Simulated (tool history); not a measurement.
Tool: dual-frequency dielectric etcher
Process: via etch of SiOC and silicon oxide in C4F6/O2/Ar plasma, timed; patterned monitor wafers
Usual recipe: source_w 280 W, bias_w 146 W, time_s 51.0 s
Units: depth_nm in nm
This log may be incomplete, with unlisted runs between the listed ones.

run	hour	source_w	bias_w	time_s	read-back reference wafer on the same gauge, depth_nm	depth_nm
1	0.0	260	146	51.0	46.41	35.89
2	39.6	280	146	51.0	46.42	37.31
3	193.0	280	146	51.0	46.38	36.88
# hour 223.5: source power generator calibrated
4	324.0	280	146	51.0	46.38	37.83
# hour 398.2: wet clean of the chamber
5	429.8	280	146	51.0	46.43	38.94
6	516.3	280	146	51.0	46.39	38.67
# hour 623.7: gauge calibrated
7	623.8	280	146	51.0	46.43	38.64
8	669.6	280	146	51.0	46.38	38.38
9	727.7	280	146	51.0	46.36	38.39
10	797.3	280	146	51.0	46.34	38.10
11	865.5	280	146	55.0	46.39	40.87
# hour 1133.7: wet clean of the chamber
12	1182.8	330	175	41.0	46.43	35.35
# hour 1248.9: bias power generator calibrated
13	1249.4	280	180	51.0	46.43	41.26
# hour 1305.3: upper electrode replaced
14	1320.5	280	146	51.0	46.45	38.19
15	1399.6	280	146	51.0	46.40	38.06
16	1499.3	280	146	42.5	46.38	31.50
17	1769.4	230	120	51.0	46.39	32.09
18	1826.1	280	146	55.0	46.42	40.25
19	1879.8	350	146	35.5	46.39	28.63
# hour 1935.8: wet clean of the chamber
20	1958.8	280	162	58.5	46.38	45.61
21	2026.6	300	156	55.5	46.45	43.77
22	2086.0	280	146	51.0	46.45	38.12
23	2172.9	280	146	51.0	46.41	37.94
24	2367.2	340	127	63.5	46.41	48.68
25	2403.6	280	177	35.5	46.44	27.91
26	2450.0	340	120	65.5	46.43	49.24
27	2522.4	280	146	51.0	46.44	37.36
# hour 2594.2: wet clean of the chamber
28	2594.7	280	146	51.0	46.38	38.54
29	2678.3	230	167	63.5	46.44	45.42
30	2753.5	280	146	51.0	46.44	38.12

3 ways to go on from here, each from the tool as it stands after run 30. What would each give?
A	2753.9	280	146	51.0	?	?
B	2753.9	320	166	39.5	?	?
C	2753.9	220	173	51.0	?	?

run	read-back reference wafer on the same gauge, depth_nm	depth_nm
A	46.40	38.02
B	46.40	32.59
C	46.40	36.03
Without the tool's unlogged condition, the same runs would have read:
run	depth_nm
A	38.74
B	33.21
C	36.70

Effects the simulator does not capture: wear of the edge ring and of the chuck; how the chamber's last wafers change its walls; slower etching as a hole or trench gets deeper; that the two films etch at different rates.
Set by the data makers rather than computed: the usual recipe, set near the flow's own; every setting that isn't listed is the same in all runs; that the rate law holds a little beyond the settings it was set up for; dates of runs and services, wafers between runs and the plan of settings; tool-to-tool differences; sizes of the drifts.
